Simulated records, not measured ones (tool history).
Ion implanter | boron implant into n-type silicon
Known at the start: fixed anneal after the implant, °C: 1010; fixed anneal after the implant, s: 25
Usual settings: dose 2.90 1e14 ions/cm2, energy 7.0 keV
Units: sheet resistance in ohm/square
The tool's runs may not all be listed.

run    hour  dose  energy  wafers since the last listed run  hours since the last dose calibration  hours since the extraction supply was calibrated  hours since the gauge calibration  read-back reference wafer on the same gauge, sheet resistance  sheet resistance
  1     0.0  2.90     7.0                                 0                                  261.1                                            2629.6                              847.2                                                         400.00            342.35
  2   104.1  2.90     8.5                              2566                                  365.2                                            2733.7                              951.3                                                         399.52            333.94
      165.8  -- gauge calibrated
  3   197.1  2.90     8.5                              2292                                  458.2                                            2826.7                               31.3                                                         399.88            333.07
  4   262.8  2.90     7.0                              1619                                  523.9                                            2892.4                               97.0                                                         399.85            340.44
  5   317.0  2.90     7.0                              1336                                  578.1                                            2946.6                              151.2                                                         399.77            341.33
  6   416.0  2.90     7.0                              2440                                  677.1                                            3045.6                              250.2                                                         400.23            339.12
  7   513.0  2.90     7.0                              2391                                  774.1                                            3142.6                              347.2                                                         400.08            341.04
  8   578.6  2.35     7.0                              1617                                  839.7                                            3208.2                              412.8                                                         399.97            403.26
  9   628.2  2.35     7.0                              1222                                  889.3                                            3257.8                              462.4                                                         400.26            403.66
 10   688.5  2.90     7.0                              1486                                  949.6                                            3318.1                              522.7                                                         400.24            337.73
 11   736.1  2.90     7.0                              1173                                  997.2                                            3365.7                              570.3                                                         400.26            336.49
 12   812.7  2.90     7.0                              1888                                 1073.8                                            3442.3                              646.9                                                         400.04            336.15
 13   907.0  2.90     7.0                              2324                                 1168.1                                            3536.6                              741.2                                                         399.78            336.74
      934.5  -- Faraday cup replaced and dose calibrated
      947.9  -- extraction supply calibrated
 14   993.5  2.41     7.0                              1738                                   59.0                                              45.6                              827.7                                                         400.00            397.98
 15  1052.3  3.64     6.0                              1449                                  117.8                                             104.4                              886.5                                                         399.75            285.21
 16  1107.8  2.90     5.5                              1368                                  173.3                                             159.9                              942.0                                                         400.00            351.41
     1168.1  -- gauge calibrated
 17  1184.9  3.47     9.0                              1900                                  250.4                                             237.0                               16.8                                                         400.21            284.01
 18  1233.4  3.46     8.0                              1195                                  298.9                                             285.5                               65.3                                                         399.88            288.84
 19  1318.2  3.68     8.5                              2090                                  383.7                                             370.3                              150.1                                                         400.18            271.08

Forecast run 20:
 20  1388.6  2.90     7.0                              1735                                  454.1                                             440.7                              220.5                                                              ?                 ?

{"run 20": {"read-back reference wafer on the same gauge, sheet resistance": 399.92, "sheet resistance": 340.99}}
Without the tool's hidden state the same run would have given sheet resistance 342.49 ohm/square.
